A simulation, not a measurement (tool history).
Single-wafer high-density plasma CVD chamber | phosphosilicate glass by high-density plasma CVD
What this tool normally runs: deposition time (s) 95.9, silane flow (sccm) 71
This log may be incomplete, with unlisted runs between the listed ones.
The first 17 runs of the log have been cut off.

| run | hour | deposition time (s) | silane flow (sccm) | read-back reference wafer on the same gauge, thickness_nm | mean film thickness on the monitor wafer (nm) |
|---|---|---|---|---|---|
| 18 | 263.6 | 76.8 | 76 | 780.641 | 645.250 |
| 19 | 276.4 | 105.6 | 71 | 779.998 | 830.840 |
| 20 | 285.5 | 95.9 | 71 | 779.758 | 754.985 |
| 21 | 296.2 | 107.6 | 65 | 779.873 | 775.601 |
| 22 | 302.6 | 106.5 | 83 | 779.589 | 981.147 |
| 23 | 310.5 | 95.9 | 71 | 779.655 | 758.018 |
| 24 | 325.7 | 95.9 | 71 | 780.132 | 755.149 |
| 25 | 336.6 | 89.2 | 62 | 779.323 | 616.186 |
|  | 339.7 | gauge calibrated |
| 26 | 351.1 | 95.9 | 71 | 780.141 | 755.460 |
| 27 | 360.0 | 81.2 | 61 | 779.852 | 545.986 |
| 28 | 369.2 | 105.6 | 71 | 779.421 | 835.060 |
| 29 | 375.5 | 103.9 | 62 | 780.290 | 709.235 |
| 30 | 385.2 | 101.7 | 67 | 780.055 | 752.473 |
| 31 | 394.8 | 113.0 | 71 | 779.756 | 889.084 |
| 32 | 402.0 | 88.4 | 83 | 780.044 | 814.155 |
| 33 | 414.7 | 95.9 | 71 | 780.183 | 751.886 |
| 34 | 421.5 | 105.0 | 83 | 780.218 | 960.779 |
| 35 | 436.2 | 95.9 | 71 | 779.952 | 750.860 |

Each row is a separate what-if for the run after 35, all from the same tool condition, not one after another. Results?
| A | 436.6 | 95.9 | 81 | ? | ? |
| B | 436.6 | 85.5 | 80 | ? | ? |
| C | 436.6 | 107.5 | 64 | ? | ? |
| D | 436.6 | 112.7 | 71 | ? | ? |
| E | 436.6 | 107.7 | 71 | ? | ? |

| run | read-back reference wafer on the same gauge, thickness_nm | mean film thickness on the monitor wafer (nm) |
|---|---|---|
| A | 780.406 | 861.526 |
| B | 780.406 | 758.614 |
| C | 780.406 | 763.051 |
| D | 780.406 | 887.457 |
| E | 780.406 | 848.084 |
The same runs, with their run-to-run variation unchanged, on a tool lacking any hidden condition would have given:
| run | mean film thickness on the monitor wafer (nm) |
|---|---|
| A | 861.526 |
| B | 758.614 |
| C | 763.051 |
| D | 887.457 |
| E | 848.084 |

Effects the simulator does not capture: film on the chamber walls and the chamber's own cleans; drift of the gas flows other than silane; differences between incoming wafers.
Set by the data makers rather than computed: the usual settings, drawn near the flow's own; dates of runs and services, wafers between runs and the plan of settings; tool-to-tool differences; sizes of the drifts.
